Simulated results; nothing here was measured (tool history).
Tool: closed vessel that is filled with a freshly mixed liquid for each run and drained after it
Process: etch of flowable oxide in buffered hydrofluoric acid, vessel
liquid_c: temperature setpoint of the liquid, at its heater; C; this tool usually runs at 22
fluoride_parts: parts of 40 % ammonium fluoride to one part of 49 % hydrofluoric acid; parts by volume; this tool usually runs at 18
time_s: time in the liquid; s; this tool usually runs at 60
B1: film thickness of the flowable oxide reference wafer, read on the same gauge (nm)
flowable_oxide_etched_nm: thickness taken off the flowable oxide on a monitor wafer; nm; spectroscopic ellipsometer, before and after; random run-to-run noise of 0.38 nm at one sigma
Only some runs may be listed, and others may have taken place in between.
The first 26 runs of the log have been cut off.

{"run": 27, "day": 84.304, "liquid_c": 25.5, "fluoride_parts": 13, "time_s": 30, "B1": 128.55, "flowable_oxide_etched_nm": 70.75}
{"run": 28, "day": 87.617, "liquid_c": 24.5, "fluoride_parts": 23.5, "time_s": 60, "B1": 128.46, "flowable_oxide_etched_nm": 79.6}
{"run": 29, "day": 90.85, "liquid_c": 18, "fluoride_parts": 22.5, "time_s": 70, "B1": 128.4, "flowable_oxide_etched_nm": 66.49}
{"run": 30, "day": 93.138, "liquid_c": 22, "fluoride_parts": 20.5, "time_s": 60, "B1": 128.33, "flowable_oxide_etched_nm": 75.69}
{"run": 31, "day": 96.488, "liquid_c": 22, "fluoride_parts": 22, "time_s": 60, "B1": 128.25, "flowable_oxide_etched_nm": 72.03}
{"run": 32, "day": 99.592, "liquid_c": 22, "fluoride_parts": 24, "time_s": 45, "B1": 128.14, "flowable_oxide_etched_nm": 50.73}
{"day": 101.583, "done": "hydrofluoric acid flow meter replaced"}
{"run": 33, "day": 102.412, "liquid_c": 22, "fluoride_parts": 18, "time_s": 60, "B1": 128.07, "flowable_oxide_etched_nm": 85.08}
{"run": 34, "day": 106.892, "liquid_c": 23.5, "fluoride_parts": 18, "time_s": 60, "B1": 127.95, "flowable_oxide_etched_nm": 91.95}

What if the next run were any one of these 3? Each begins from the tool's condition after run 34:
{"run": "A", "day": 106.921, "liquid_c": 22, "fluoride_parts": 13.5, "time_s": 60, "B1": "?", "flowable_oxide_etched_nm": "?"}
{"run": "B", "day": 106.921, "liquid_c": 18, "fluoride_parts": 21.5, "time_s": 90, "B1": "?", "flowable_oxide_etched_nm": "?"}
{"run": "C", "day": 106.921, "liquid_c": 19, "fluoride_parts": 14.5, "time_s": 75, "B1": "?", "flowable_oxide_etched_nm": "?"}

run=A B1=127.96 flowable_oxide_etched_nm=113.1
run=B B1=127.96 flowable_oxide_etched_nm=87.54
run=C B1=127.96 flowable_oxide_etched_nm=111.46
Without the tool's hidden state the same runs would have given:
run=A flowable_oxide_etched_nm=114.91
run=B flowable_oxide_etched_nm=88.95
run=C flowable_oxide_etched_nm=113.24
